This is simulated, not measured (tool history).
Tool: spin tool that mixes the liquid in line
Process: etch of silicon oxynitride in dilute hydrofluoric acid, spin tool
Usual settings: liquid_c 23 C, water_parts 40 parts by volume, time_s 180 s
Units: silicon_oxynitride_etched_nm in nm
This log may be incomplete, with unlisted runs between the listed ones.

run,hour,liquid_c,water_parts,time_s,"read-back film thickness of the silicon oxynitride reference wafer, read on the same gauge (nm)",silicon_oxynitride_etched_nm
1,0,23,40,180,90.03,10.57
2,11.9,23,40,180,90,10.59
3,18.4,23,40,180,89.99,10.46
4,29.8,23,30,180,90,13.97
5,42.2,23,40,180,90.01,10.45
6,55.3,23,40,180,90.01,10.44
7,64,23,35,125,90.03,8.39
8,72.9,23,35,125,90,8.36
9,90.3,23,40,180,89.99,10.48
10,107.9,23,40,180,89.99,10.46
11,121.8,23,40,180,90.01,10.5
# hour 136.5: thermometer replaced
12,137,23,25,240,90,22.74
13,154.1,23,25,240,90,22.73
# hour 159.7: hydrofluoric acid flow meter replaced
14,196.7,23,40,180,90.02,10.53
# hour 202.4: gauge calibrated
15,207.2,25,25,255,89.98,26.6
16,214.4,23,25,75,89.97,7.07
17,231.8,23,40,180,90,10.53
18,247.3,23,60,135,90,5.19
19,255.6,20.5,30,125,90,8.64
20,263.6,27.5,60,105,89.98,5
21,279.7,23,40,180,90,10.5
22,296.8,27,45,110,89.98,6.92
23,311.3,19,50,80,89.99,3.04
24,340.7,27.5,55,270,90,14.14
25,357.9,19,30,75,90,4.82
26,371.7,23,40,180,89.99,10.54
27,383.2,23,40,240,90.01,13.88
28,400.3,23,25,180,90.02,17.03
29,417.6,23,40,180,90,10.5
30,429.4,23,20,180,89.98,21.01
31,439.3,23,40,265,90,15.48
32,450.8,23,50,235,90.01,10.93

What if the next run were any one of these 5? Each begins from the tool's condition after run 32:
A,451.3,25,40,180,?,?
B,451.3,24.5,55,180,?,?
C,451.3,19,60,260,?,?
D,451.3,21.5,35,265,?,?
E,451.3,27,55,275,?,?

run,"read-back film thickness of the silicon oxynitride reference wafer, read on the same gauge (nm)",silicon_oxynitride_etched_nm
A,90.02,11.52
B,90.02,8.08
C,90.02,8.12
D,90.02,16.37
E,90.02,13.92
The same runs, with their run-to-run variation unchanged, on a tool lacking any hidden condition would have given:
run,silicon_oxynitride_etched_nm
A,11.52
B,8.08
C,8.12
D,16.37
E,13.92
